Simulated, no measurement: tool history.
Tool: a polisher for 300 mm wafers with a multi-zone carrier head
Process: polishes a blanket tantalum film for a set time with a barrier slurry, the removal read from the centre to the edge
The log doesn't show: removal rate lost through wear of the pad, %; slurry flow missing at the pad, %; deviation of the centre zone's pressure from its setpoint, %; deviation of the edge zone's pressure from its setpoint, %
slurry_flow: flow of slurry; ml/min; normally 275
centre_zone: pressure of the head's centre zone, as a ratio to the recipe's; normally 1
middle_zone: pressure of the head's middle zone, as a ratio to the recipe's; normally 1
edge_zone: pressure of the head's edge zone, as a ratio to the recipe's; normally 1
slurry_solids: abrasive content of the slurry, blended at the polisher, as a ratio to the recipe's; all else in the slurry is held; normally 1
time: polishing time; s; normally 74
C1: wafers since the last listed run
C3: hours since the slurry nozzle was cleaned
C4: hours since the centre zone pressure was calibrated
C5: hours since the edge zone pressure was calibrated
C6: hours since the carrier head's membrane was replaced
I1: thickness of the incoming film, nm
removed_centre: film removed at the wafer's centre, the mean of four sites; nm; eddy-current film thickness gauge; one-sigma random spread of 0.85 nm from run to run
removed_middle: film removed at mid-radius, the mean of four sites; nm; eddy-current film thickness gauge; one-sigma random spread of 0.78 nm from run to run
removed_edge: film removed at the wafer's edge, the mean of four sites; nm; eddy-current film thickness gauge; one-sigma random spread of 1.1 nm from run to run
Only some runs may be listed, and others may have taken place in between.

run 1 day=0 | slurry_flow=275 centre_zone=1 middle_zone=0.98 edge_zone=1 slurry_solids=1 time=74 | C1=0 wafers_polished_on_this_pad=323 C3=550.1 C4=587.9 C5=424 C6=496.1 | I1=327.5 | removed_centre=97.5 removed_middle=94.3 removed_edge=92.3
run 2 day=1.471 | slurry_flow=275 centre_zone=1 middle_zone=0.98 edge_zone=1 slurry_solids=1 time=74 | C1=255 wafers_polished_on_this_pad=579 C3=585.4 C4=623.2 C5=459.3 C6=531.4 | I1=331.6 | removed_centre=96.7 removed_middle=95.4 removed_edge=91.5
run 3 day=2.492 | slurry_flow=275 centre_zone=1 middle_zone=0.98 edge_zone=1 slurry_solids=1 time=74 | C1=177 wafers_polished_on_this_pad=756 C3=609.9 C4=647.7 C5=483.8 C6=555.9 | I1=329.9 | removed_centre=97.4 removed_middle=94.7 removed_edge=90.1
-- day=3.362 centre zone pressure recalibrated
-- day=7.392 slurry nozzle cleaned
-- day=8.45 worn pad replaced by a new one
run 4 day=10.796 | slurry_flow=275 centre_zone=1 middle_zone=1 edge_zone=1 slurry_solids=1 time=74 | C1=1391 wafers_polished_on_this_pad=407 C3=81.7 C4=178.4 C5=683.1 C6=755.2 | I1=332.9 | removed_centre=94.8 removed_middle=97.1 removed_edge=92.2
run 5 day=12.567 | slurry_flow=275 centre_zone=1 middle_zone=1 edge_zone=1 slurry_solids=1 time=74 | C1=307 wafers_polished_on_this_pad=714 C3=124.2 C4=220.9 C5=725.6 C6=797.7 | I1=333.4 | removed_centre=96.6 removed_middle=94.2 removed_edge=90.2
run 6 day=14.979 | slurry_flow=275 centre_zone=1 middle_zone=1 edge_zone=1 slurry_solids=1 time=74 | C1=418 wafers_polished_on_this_pad=1133 C3=182.1 C4=278.8 C5=783.5 C6=855.6 | I1=326.3 | removed_centre=96.7 removed_middle=94.9 removed_edge=90.2
run 7 day=16.258 | slurry_flow=275 centre_zone=1 middle_zone=1 edge_zone=1 slurry_solids=1 time=74 | C1=222 wafers_polished_on_this_pad=1355 C3=212.8 C4=309.5 C5=814.2 C6=886.3 | I1=333.9 | removed_centre=95.1 removed_middle=96.8 removed_edge=91.7
-- day=17.604 worn pad replaced by a new one
run 8 day=19.217 | slurry_flow=275 centre_zone=1 middle_zone=1 edge_zone=1 slurry_solids=1 time=74 | C1=484 wafers_polished_on_this_pad=279 C3=283.8 C4=380.5 C5=885.2 C6=957.3 | I1=329.9 | removed_centre=95.3 removed_middle=94.9 removed_edge=91.3
run 9 day=21.567 | slurry_flow=275 centre_zone=1 middle_zone=1 edge_zone=1 slurry_solids=1 time=74 | C1=408 wafers_polished_on_this_pad=687 C3=340.2 C4=436.9 C5=941.6 C6=1013.7 | I1=329.1 | removed_centre=97.4 removed_middle=97.1 removed_edge=91.5
-- day=26.788 worn pad replaced by a new one
run 10 day=26.808 | slurry_flow=275 centre_zone=1 middle_zone=1 edge_zone=1 slurry_solids=1 time=74 | C1=881 wafers_polished_on_this_pad=3 C3=466 C4=562.7 C5=1067.4 C6=1139.5 | I1=330.2 | removed_centre=97.7 removed_middle=96.4 removed_edge=90.4
run 11 day=29.442 | slurry_flow=275 centre_zone=1 middle_zone=1 edge_zone=1 slurry_solids=1 time=74 | C1=457 wafers_polished_on_this_pad=460 C3=529.2 C4=625.9 C5=1130.6 C6=1202.7 | I1=332.6 | removed_centre=98.9 removed_middle=96.4 removed_edge=91.8
run 12 day=31.325 | slurry_flow=195 centre_zone=0.95 middle_zone=1 edge_zone=1 slurry_solids=1 time=74 | C1=326 wafers_polished_on_this_pad=787 C3=574.4 C4=671.1 C5=1175.8 C6=1247.9 | I1=324.6 | removed_centre=91.9 removed_middle=95.1 removed_edge=91.4
-- day=31.783 edge zone pressure recalibrated
run 13 day=32.538 | slurry_flow=275 centre_zone=1 middle_zone=1 edge_zone=0.94 slurry_solids=1.2 time=74 | C1=196 wafers_polished_on_this_pad=983 C3=603.5 C4=700.2 C5=18.1 C6=1277 | I1=330.7 | removed_centre=101.4 removed_middle=99.7 removed_edge=93.7
-- day=34.812 centre zone pressure recalibrated
run 14 day=35.208 | slurry_flow=190 centre_zone=1 middle_zone=1 edge_zone=1 slurry_solids=1 time=96 | C1=449 wafers_polished_on_this_pad=1432 C3=667.6 C4=9.5 C5=82.2 C6=1341.1 | I1=333.9 | removed_centre=129.1 removed_middle=120.1 removed_edge=115.7
-- day=36.433 worn pad replaced by a new one
-- day=38.067 carrier head's membrane replaced by a new one
run 15 day=38.088 | slurry_flow=325 centre_zone=1 middle_zone=0.93 edge_zone=1 slurry_solids=1 time=74 | C1=434 wafers_polished_on_this_pad=251 C3=736.7 C4=78.6 C5=151.3 C6=0.5 | I1=334.3 | removed_centre=105.2 removed_middle=91 removed_edge=91.2
-- day=38.617 slurry nozzle cleaned
run 16 day=39.871 | slurry_flow=275 centre_zone=1 middle_zone=1 edge_zone=1 slurry_solids=1 time=74 | C1=302 wafers_polished_on_this_pad=553 C3=30.1 C4=121.4 C5=194.1 C6=43.3 | I1=327.8 | removed_centre=103.5 removed_middle=95 removed_edge=89
run 17 day=42.833 | slurry_flow=275 centre_zone=1 middle_zone=1 edge_zone=1 slurry_solids=1 time=96 | C1=514 wafers_polished_on_this_pad=1067 C3=101.2 C4=192.5 C5=265.2 C6=114.4 | I1=325.5 | removed_centre=137.2 removed_middle=122.9 removed_edge=120.7
-- day=43.904 centre zone pressure recalibrated, repeated, since the last time left the tool worse
run 18 day=44.421 | slurry_flow=275 centre_zone=1.04 middle_zone=1 edge_zone=0.91 slurry_solids=1 time=74 | C1=261 wafers_polished_on_this_pad=1328 C3=139.3 C4=12.4 C5=303.3 C6=152.5 | I1=329.7 | removed_centre=93.4 removed_middle=94.1 removed_edge=90.3
-- day=46.508 worn pad replaced by a new one
run 19 day=46.55 | slurry_flow=275 centre_zone=0.89 middle_zone=1 edge_zone=1 slurry_solids=1 time=86 | C1=340 wafers_polished_on_this_pad=7 C3=190.4 C4=63.5 C5=354.4 C6=203.6 | I1=328.5 | removed_centre=95.8 removed_middle=110.5 removed_edge=106.4
run 20 day=48.762 | slurry_flow=275 centre_zone=1 middle_zone=1 edge_zone=1 slurry_solids=1 time=74 | C1=384 wafers_polished_on_this_pad=391 C3=243.5 C4=116.6 C5=407.5 C6=256.7 | I1=334.4 | removed_centre=94.1 removed_middle=95.6 removed_edge=91.2
run 21 day=51.196 | slurry_flow=330 centre_zone=1 middle_zone=1 edge_zone=1 slurry_solids=1 time=74 | C1=422 wafers_polished_on_this_pad=814 C3=301.9 C4=175 C5=465.9 C6=315.1 | I1=326.9 | removed_centre=94 removed_middle=97.4 removed_edge=93
run 22 day=53.712 | slurry_flow=275 centre_zone=0.9 middle_zone=0.93 edge_zone=0.97 slurry_solids=1 time=100 | C1=436 wafers_polished_on_this_pad=1251 C3=362.3 C4=235.4 C5=526.3 C6=375.5 | I1=337 | removed_centre=116.3 removed_middle=121.6 removed_edge=123

Across each entry between runs, compare the hidden state at the last listed run before it with the hidden state at the first listed run after it:
Runs 3 to 4: centre zone pressure recalibrated (day 3.362); slurry nozzle cleaned (day 7.392); worn pad replaced by a new one (day 8.45)
  deviation of the centre zone's pressure from its setpoint, %: 6.87 -> 4.95
  measured less the result without the state, removed_centre: +6.3 -> +4.5 nm
Runs 7 to 8: worn pad replaced by a new one (day 17.604)
  deviation of the centre zone's pressure from its setpoint, %: 6.29 -> 6.77
  measured less the result without the state, removed_centre: +5.7 -> +6.1 nm
Runs 9 to 10: worn pad replaced by a new one (day 26.788)
  deviation of the centre zone's pressure from its setpoint, %: 7.05 -> 7.5
  measured less the result without the state, removed_centre: +6.5 -> +6.8 nm
Runs 12 to 13: edge zone pressure recalibrated (day 31.783)
  deviation of the centre zone's pressure from its setpoint, %: 7.73 -> 7.78
  measured less the result without the state, removed_centre: +6.7 -> +7.4 nm
Runs 13 to 14: centre zone pressure recalibrated (day 34.812)
  deviation of the centre zone's pressure from its setpoint, %: 7.78 -> 11.9
  measured less the result without the state, removed_centre: +7.4 -> +13.9 nm
Runs 14 to 15: worn pad replaced by a new one (day 36.433); carrier head's membrane replaced by a new one (day 38.067)
  deviation of the centre zone's pressure from its setpoint, %: 11.9 -> 13.5
  measured less the result without the state, removed_centre: +13.9 -> +12.6 nm
Runs 15 to 16: slurry nozzle cleaned (day 38.617)
  deviation of the centre zone's pressure from its setpoint, %: 13.5 -> 14.3
  measured less the result without the state, removed_centre: +12.6 -> +13 nm
Runs 17 to 18: centre zone pressure recalibrated, repeated, since the last time left the tool worse (day 43.904)
  deviation of the centre zone's pressure from its setpoint, %: 15.4 -> 0.722
  measured less the result without the state, removed_centre: +18.4 -> +0.7 nm
Runs 18 to 19: worn pad replaced by a new one (day 46.508)
  deviation of the centre zone's pressure from its setpoint, %: 0.722 -> 1.95
  measured less the result without the state, removed_centre: +0.7 -> +1.8 nm
